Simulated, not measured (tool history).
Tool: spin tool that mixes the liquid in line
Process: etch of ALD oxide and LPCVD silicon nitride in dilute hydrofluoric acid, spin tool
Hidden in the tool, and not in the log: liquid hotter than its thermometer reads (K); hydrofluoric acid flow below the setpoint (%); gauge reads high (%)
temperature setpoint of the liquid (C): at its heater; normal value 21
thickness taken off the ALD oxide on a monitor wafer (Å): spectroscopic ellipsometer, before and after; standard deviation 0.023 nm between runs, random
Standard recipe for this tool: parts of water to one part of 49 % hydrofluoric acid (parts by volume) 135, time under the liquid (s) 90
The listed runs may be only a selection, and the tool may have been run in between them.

run	hour	temperature setpoint of the liquid (C)	parts of water to one part of 49 % hydrofluoric acid (parts by volume)	time under the liquid (s)	wafers since the last listed run	hours since the thermometer was replaced	hours since the hydrofluoric acid flow meter was replaced	hours since the gauge calibration	read-back film thickness of the ALD oxide reference wafer, read on the same gauge (nm)	thickness taken off the ALD oxide on a monitor wafer (Å)
1	0	19.5	135	90	0	199.1	763.3	1124.5	110	71.5
2	61.3	21	135	90	571	260.4	824.6	1185.8	110.03	76.3
3	107.9	21	135	90	434	307	871.2	1232.4	110	76.4
4	200.2	21	135	90	860	399.3	963.5	1324.7	110.01	76.4
5	252.6	21	135	90	488	451.7	1015.9	1377.1	110	76.7
6	552.6	17.5	135	90	2797	751.7	1315.9	1677.1	110	67.4
# hour 589: thermometer replaced
7	647.1	17.5	135	90	871	58.1	1410.4	1771.6	110.02	70.7
8	691.5	21	135	90	413	102.5	1454.8	1816	110	80.8
9	728.2	21	135	90	342	139.2	1491.5	1852.7	109.98	81.6
# hour 768.9: gauge calibrated
# hour 797.2: hydrofluoric acid flow meter replaced
10	917.4	21	135	90	1754	328.4	120.2	148.5	110	82
11	1009.9	21	135	90	862	420.9	212.7	241	110	82.5
# hour 1069: thermometer replaced, repeated, since the last time left the tool worse
12	1112.1	21	135	90	943	43.1	314.9	343.2	110.02	75.2
13	1175.7	21	135	90	592	106.7	378.5	406.8	110.01	75.7
14	1248	21	135	90	674	179	450.8	479.1	109.99	76
15	1351.7	21	135	90	966	282.7	554.5	582.8	110	75.9
16	1402.1	24.5	200	50	469	333.1	604.9	633.2	110.01	30.4
17	1464.5	22.5	80	115	581	395.5	667.3	695.6	110.01	186
18	1571.1	24	160	60	993	502.1	773.9	802.2	110.02	47.1
19	1633.8	21	160	90	584	564.8	836.6	864.9	110	62.9
20	1704.8	21	135	90	661	635.8	907.6	935.9	110	77.3
21	1786.2	21	155	90	758	717.2	989	1017.3	110	66.3

Estimate the outcome of run 22 from the log above:
22	1893.5	24	70	50	1000	824.5	1096.3	1124.6	?	?

read-back film thickness of the ALD oxide reference wafer, read on the same gauge (nm): 110
thickness taken off the ALD oxide on a monitor wafer (Å): 101.7
The same run, on a tool lacking any hidden state, would have yielded thickness taken off the ALD oxide on a monitor wafer (Å) 97.9.
